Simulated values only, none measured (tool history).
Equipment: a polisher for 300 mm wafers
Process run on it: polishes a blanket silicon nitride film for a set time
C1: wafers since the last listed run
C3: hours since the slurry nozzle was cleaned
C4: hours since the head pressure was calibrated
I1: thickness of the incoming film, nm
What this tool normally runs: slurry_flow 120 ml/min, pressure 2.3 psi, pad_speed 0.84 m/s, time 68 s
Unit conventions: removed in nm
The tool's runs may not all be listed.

{"run": 1, "day": 0.0, "slurry_flow": 120, "pressure": 2.3, "pad_speed": 0.94, "time": 68, "C1": 0, "wafers polished on this pad": 1409, "C3": 367.3, "C4": 1139.0, "I1": 539.8, "removed": 77.1}
{"day": 5.9, "done": "slurry nozzle cleaned"}
{"day": 6.096, "done": "worn pad replaced by a new one"}
{"run": 2, "day": 7.379, "slurry_flow": 120, "pressure": 2.3, "pad_speed": 0.94, "time": 68, "C1": 2526, "wafers polished on this pad": 452, "C3": 35.5, "C4": 1316.1, "I1": 541.0, "removed": 78.9}
{"run": 3, "day": 10.0, "slurry_flow": 120, "pressure": 2.3, "pad_speed": 0.84, "time": 68, "C1": 923, "wafers polished on this pad": 1375, "C3": 98.4, "C4": 1379.0, "I1": 544.2, "removed": 75.2}
{"run": 4, "day": 11.754, "slurry_flow": 120, "pressure": 2.3, "pad_speed": 0.84, "time": 68, "C1": 618, "wafers polished on this pad": 1993, "C3": 140.5, "C4": 1421.1, "I1": 533.9, "removed": 75.1}
{"run": 5, "day": 12.867, "slurry_flow": 120, "pressure": 2.3, "pad_speed": 0.84, "time": 68, "C1": 392, "wafers polished on this pad": 2385, "C3": 167.2, "C4": 1447.8, "I1": 545.7, "removed": 75.2}
{"run": 6, "day": 14.979, "slurry_flow": 120, "pressure": 2.3, "pad_speed": 0.84, "time": 68, "C1": 744, "wafers polished on this pad": 3130, "C3": 217.9, "C4": 1498.5, "I1": 527.4, "removed": 72.8}
{"day": 15.942, "done": "worn pad replaced by a new one"}
{"run": 7, "day": 17.333, "slurry_flow": 120, "pressure": 2.3, "pad_speed": 0.84, "time": 68, "C1": 770, "wafers polished on this pad": 490, "C3": 274.4, "C4": 1555.0, "I1": 542.7, "removed": 76.0}
{"day": 19.233, "done": "head pressure recalibrated"}
{"run": 8, "day": 19.612, "slurry_flow": 120, "pressure": 2.3, "pad_speed": 0.96, "time": 68, "C1": 773, "wafers polished on this pad": 1263, "C3": 329.1, "C4": 9.1, "I1": 539.1, "removed": 71.8}
{"run": 9, "day": 22.204, "slurry_flow": 120, "pressure": 2.3, "pad_speed": 0.96, "time": 68, "C1": 913, "wafers polished on this pad": 2177, "C3": 391.3, "C4": 71.3, "I1": 540.7, "removed": 71.4}
{"run": 10, "day": 23.262, "slurry_flow": 120, "pressure": 2.3, "pad_speed": 0.96, "time": 68, "C1": 372, "wafers polished on this pad": 2550, "C3": 416.7, "C4": 96.7, "I1": 536.4, "removed": 72.8}
{"day": 23.538, "done": "worn pad replaced by a new one"}
{"day": 24.092, "done": "slurry nozzle cleaned"}
{"run": 11, "day": 25.671, "slurry_flow": 160, "pressure": 2.3, "pad_speed": 0.84, "time": 68, "C1": 775, "wafers polished on this pad": 737, "C3": 37.9, "C4": 154.5, "I1": 549.0, "removed": 69.6}
{"run": 12, "day": 27.346, "slurry_flow": 120, "pressure": 2.3, "pad_speed": 0.98, "time": 68, "C1": 590, "wafers polished on this pad": 1327, "C3": 78.1, "C4": 194.7, "I1": 537.7, "removed": 73.3}
{"run": 13, "day": 28.675, "slurry_flow": 90, "pressure": 2.3, "pad_speed": 0.84, "time": 68, "C1": 468, "wafers polished on this pad": 1796, "C3": 110.0, "C4": 226.6, "I1": 551.0, "removed": 61.8}
{"run": 14, "day": 30.817, "slurry_flow": 120, "pressure": 2.3, "pad_speed": 0.62, "time": 68, "C1": 754, "wafers polished on this pad": 2550, "C3": 161.4, "C4": 278.0, "I1": 543.7, "removed": 59.3}
{"day": 32.0, "done": "worn pad replaced by a new one"}
{"run": 15, "day": 33.738, "slurry_flow": 120, "pressure": 2.0, "pad_speed": 1.0, "time": 80, "C1": 970, "wafers polished on this pad": 612, "C3": 231.5, "C4": 348.1, "I1": 544.6, "removed": 76.4}
{"run": 16, "day": 34.842, "slurry_flow": 120, "pressure": 1.7, "pad_speed": 0.84, "time": 68, "C1": 389, "wafers polished on this pad": 1001, "C3": 258.0, "C4": 374.6, "I1": 542.4, "removed": 51.3}
{"run": 17, "day": 36.396, "slurry_flow": 120, "pressure": 1.6, "pad_speed": 0.84, "time": 68, "C1": 547, "wafers polished on this pad": 1548, "C3": 295.3, "C4": 411.9, "I1": 546.0, "removed": 48.3}
{"run": 18, "day": 38.579, "slurry_flow": 120, "pressure": 2.3, "pad_speed": 0.84, "time": 68, "C1": 769, "wafers polished on this pad": 2318, "C3": 347.7, "C4": 464.3, "I1": 547.0, "removed": 68.8}
{"run": 19, "day": 40.421, "slurry_flow": 120, "pressure": 2.3, "pad_speed": 0.84, "time": 68, "C1": 648, "wafers polished on this pad": 2967, "C3": 391.9, "C4": 508.5, "I1": 549.2, "removed": 68.9}
{"day": 41.792, "done": "worn pad replaced by a new one"}
{"run": 20, "day": 42.462, "slurry_flow": 120, "pressure": 2.9, "pad_speed": 0.94, "time": 61, "C1": 660, "wafers polished on this pad": 236, "C3": 440.9, "C4": 557.5, "I1": 537.3, "removed": 82.4}
{"run": 21, "day": 44.088, "slurry_flow": 85, "pressure": 2.3, "pad_speed": 0.84, "time": 61, "C1": 572, "wafers polished on this pad": 808, "C3": 479.9, "C4": 596.5, "I1": 533.4, "removed": 59.2}

Branching from run 21: 4 alternative next runs. What would each branch give?
{"run": "A", "day": 44.104, "slurry_flow": 120, "pressure": 2.3, "pad_speed": 0.84, "time": 56, "C1": 5, "wafers polished on this pad": 814, "C3": 480.3, "C4": 596.9, "I1": 538.8, "removed": "?"}
{"run": "B", "day": 44.104, "slurry_flow": 120, "pressure": 2.3, "pad_speed": 1.0, "time": 68, "C1": 5, "wafers polished on this pad": 814, "C3": 480.3, "C4": 596.9, "I1": 538.8, "removed": "?"}
{"run": "C", "day": 44.104, "slurry_flow": 120, "pressure": 3.0, "pad_speed": 0.84, "time": 68, "C1": 5, "wafers polished on this pad": 814, "C3": 480.3, "C4": 596.9, "I1": 538.8, "removed": "?"}
{"run": "D", "day": 44.104, "slurry_flow": 120, "pressure": 1.9, "pad_speed": 0.7, "time": 68, "C1": 5, "wafers polished on this pad": 814, "C3": 480.3, "C4": 596.9, "I1": 538.8, "removed": "?"}

run=A removed=57.5
run=B removed=77.0
run=C removed=91.1
run=D removed=52.4
Take away the tool's hidden state, keep each run's random variation, and the runs would have read:
run=A removed=54.7
run=B removed=73.2
run=C removed=86.6
run=D removed=49.8
